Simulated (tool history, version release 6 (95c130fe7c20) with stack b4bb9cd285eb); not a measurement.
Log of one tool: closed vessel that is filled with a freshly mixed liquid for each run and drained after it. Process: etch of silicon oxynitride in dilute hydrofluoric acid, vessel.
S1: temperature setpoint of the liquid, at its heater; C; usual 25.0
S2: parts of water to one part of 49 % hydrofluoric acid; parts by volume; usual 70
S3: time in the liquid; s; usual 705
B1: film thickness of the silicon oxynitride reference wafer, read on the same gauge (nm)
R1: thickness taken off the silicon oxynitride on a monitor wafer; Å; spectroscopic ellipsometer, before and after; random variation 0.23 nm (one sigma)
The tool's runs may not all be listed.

run	day	S1	S2	S3	B1	R1
1	0.000	25.0	70	705	69.98	512.2
# day 0.588: gauge calibrated
2	1.179	25.0	70	705	70.00	511.9
3	1.696	25.0	70	705	70.00	508.1
4	2.621	25.0	70	705	69.98	509.3
5	4.671	21.5	70	705	70.02	429.2
6	5.775	21.5	70	705	70.00	426.9
7	6.792	21.5	70	705	69.99	427.8
8	7.596	25.0	70	705	70.00	510.6
9	8.788	25.0	70	705	69.99	508.3
10	9.862	25.0	70	705	70.01	511.2
11	11.262	25.0	70	705	70.01	509.3
12	12.583	22.0	70	705	70.00	437.2
13	13.754	28.5	70	705	69.99	598.9
14	14.525	28.5	70	705	70.00	597.9
15	15.079	28.5	70	705	69.99	602.2
# day 15.638: thermometer replaced
16	15.667	25.0	70	705	69.98	553.4
17	17.050	25.0	70	705	69.99	549.0
18	17.833	28.0	100	325	70.01	197.6
# day 18.717: gauge calibrated
19	19.267	25.0	55	920	70.00	933.1
20	20.254	25.0	70	705	70.01	548.1
21	21.221	27.0	70	1025	70.00	878.1
22	22.150	27.0	60	705	69.99	711.9
23	23.467	23.0	100	705	70.02	341.6
# day 23.988: hydrofluoric acid flow meter replaced
24	24.567	28.5	35	350	70.00	664.9
25	25.458	25.0	70	905	70.00	701.9
26	26.067	25.0	85	935	70.00	588.6
27	27.529	29.0	95	550	70.01	372.6
28	28.538	25.0	95	705	69.98	392.1
29	29.504	28.0	100	325	70.01	197.3
30	32.075	25.0	70	705	70.02	546.1
31	33.321	27.0	70	705	69.99	601.7
32	34.242	29.5	70	705	69.99	677.9
33	34.817	25.0	70	705	70.00	545.3

Measured less the same run without the tool's hidden state. The same run-to-run variation is in both; the gauge's scatter may not be:
The hidden state here: liquid colder than its thermometer reads (K); hydrofluoric acid flow below the setpoint (%); gauge reads high (%).
run	R1
1	-45.0
2	-45.5
3	-45.1
4	-45.8
5	-40.5
6	-40.5
7	-41.1
8	-47.8
9	-48.2
10	-48.7
11	-49.1
12	-43.7
13	-57.2
14	-57.5
15	-58.2
16	-3.9
17	-4.5
18	-1.6
19	-9.1
20	-5.5
21	-9.6
22	-8.2
23	-4.3
24	-9.0
25	-9.8
26	-8.5
27	-5.5
28	-6.1
29	-3.2
30	-10.2
31	-11.4
32	-13.3
33	-11.3
